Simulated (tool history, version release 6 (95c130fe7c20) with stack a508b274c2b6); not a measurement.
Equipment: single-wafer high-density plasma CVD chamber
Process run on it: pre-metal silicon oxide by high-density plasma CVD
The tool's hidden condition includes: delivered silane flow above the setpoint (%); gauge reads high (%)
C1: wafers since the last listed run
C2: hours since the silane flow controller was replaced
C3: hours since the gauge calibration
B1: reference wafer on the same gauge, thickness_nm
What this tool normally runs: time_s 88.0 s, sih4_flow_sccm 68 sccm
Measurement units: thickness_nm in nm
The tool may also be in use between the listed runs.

{"run": 1, "day": 0.0, "time_s": 98.6, "sih4_flow_sccm": 68, "C1": 0, "C2": 2734.3, "C3": 50.4, "B1": 579.143, "thickness_nm": 616.012}
{"run": 2, "day": 2.238, "time_s": 98.6, "sih4_flow_sccm": 68, "C1": 813, "C2": 2788.0, "C3": 104.1, "B1": 579.384, "thickness_nm": 614.182}
{"run": 3, "day": 6.604, "time_s": 88.0, "sih4_flow_sccm": 68, "C1": 1586, "C2": 2892.8, "C3": 208.9, "B1": 580.429, "thickness_nm": 547.184}
{"run": 4, "day": 7.667, "time_s": 88.0, "sih4_flow_sccm": 68, "C1": 386, "C2": 2918.3, "C3": 234.4, "B1": 579.459, "thickness_nm": 549.322}
{"run": 5, "day": 8.888, "time_s": 88.0, "sih4_flow_sccm": 68, "C1": 443, "C2": 2947.6, "C3": 263.7, "B1": 579.288, "thickness_nm": 549.097}
{"run": 6, "day": 10.721, "time_s": 88.0, "sih4_flow_sccm": 68, "C1": 666, "C2": 2991.6, "C3": 307.7, "B1": 580.142, "thickness_nm": 543.172}
{"run": 7, "day": 13.408, "time_s": 88.0, "sih4_flow_sccm": 73, "C1": 976, "C2": 3056.1, "C3": 372.2, "B1": 579.662, "thickness_nm": 591.204}
{"run": 8, "day": 16.254, "time_s": 88.0, "sih4_flow_sccm": 73, "C1": 1034, "C2": 3124.4, "C3": 440.5, "B1": 580.179, "thickness_nm": 582.66}
{"run": 9, "day": 18.079, "time_s": 88.0, "sih4_flow_sccm": 68, "C1": 663, "C2": 3168.2, "C3": 484.3, "B1": 580.774, "thickness_nm": 551.213}
{"run": 10, "day": 23.796, "time_s": 97.0, "sih4_flow_sccm": 68, "C1": 2077, "C2": 3305.4, "C3": 621.5, "B1": 579.058, "thickness_nm": 605.528}
{"day": 24.358, "done": "silane flow controller replaced"}
{"run": 11, "day": 25.35, "time_s": 97.0, "sih4_flow_sccm": 68, "C1": 443, "C2": 23.8, "C3": 658.8, "B1": 579.92, "thickness_nm": 645.201}
{"run": 12, "day": 28.217, "time_s": 98.4, "sih4_flow_sccm": 59, "C1": 1041, "C2": 92.6, "C3": 727.6, "B1": 579.843, "thickness_nm": 571.215}
{"run": 13, "day": 30.667, "time_s": 88.0, "sih4_flow_sccm": 68, "C1": 890, "C2": 151.4, "C3": 786.4, "B1": 580.005, "thickness_nm": 584.459}
{"day": 30.875, "done": "gauge calibrated"}
{"run": 14, "day": 37.883, "time_s": 73.4, "sih4_flow_sccm": 64, "C1": 2622, "C2": 324.6, "C3": 168.2, "B1": 580.598, "thickness_nm": 458.413}
{"run": 15, "day": 40.346, "time_s": 88.0, "sih4_flow_sccm": 63, "C1": 894, "C2": 383.7, "C3": 227.3, "B1": 580.994, "thickness_nm": 542.28}
{"run": 16, "day": 41.775, "time_s": 74.7, "sih4_flow_sccm": 80, "C1": 519, "C2": 418.0, "C3": 261.6, "B1": 579.848, "thickness_nm": 568.659}
{"run": 17, "day": 43.608, "time_s": 88.0, "sih4_flow_sccm": 68, "C1": 666, "C2": 462.0, "C3": 305.6, "B1": 580.576, "thickness_nm": 578.745}
{"run": 18, "day": 46.062, "time_s": 88.0, "sih4_flow_sccm": 68, "C1": 891, "C2": 520.9, "C3": 364.5, "B1": 581.065, "thickness_nm": 574.573}
{"run": 19, "day": 47.279, "time_s": 74.1, "sih4_flow_sccm": 76, "C1": 442, "C2": 550.1, "C3": 393.7, "B1": 579.628, "thickness_nm": 538.852}
{"run": 20, "day": 49.254, "time_s": 102.7, "sih4_flow_sccm": 77, "C1": 717, "C2": 597.5, "C3": 441.1, "B1": 579.298, "thickness_nm": 747.876}
{"run": 21, "day": 52.083, "time_s": 74.7, "sih4_flow_sccm": 80, "C1": 1028, "C2": 665.4, "C3": 509.0, "B1": 579.051, "thickness_nm": 562.496}
{"run": 22, "day": 54.517, "time_s": 101.6, "sih4_flow_sccm": 68, "C1": 884, "C2": 723.8, "C3": 567.4, "B1": 578.652, "thickness_nm": 660.122}

For each run, what was the tool's unlogged condition?
gauge reads high (%): 0, the same for each run
H1: delivered silane flow above the setpoint (%)
run=1 H1=-7.03
run=2 H1=-7.06
run=3 H1=-7.11
run=4 H1=-7.12
run=5 H1=-7.13
run=6 H1=-7.14
run=7 H1=-7.17
run=8 H1=-7.19
run=9 H1=-7.21
run=10 H1=-7.25
run=11 H1=-0.00525
run=12 H1=-0.379
run=13 H1=-0.68
run=14 H1=-1.48
run=15 H1=-1.72
run=16 H1=-1.86
run=17 H1=-2.03
run=18 H1=-2.25
run=19 H1=-2.35
run=20 H1=-2.51
run=21 H1=-2.73
run=22 H1=-2.91
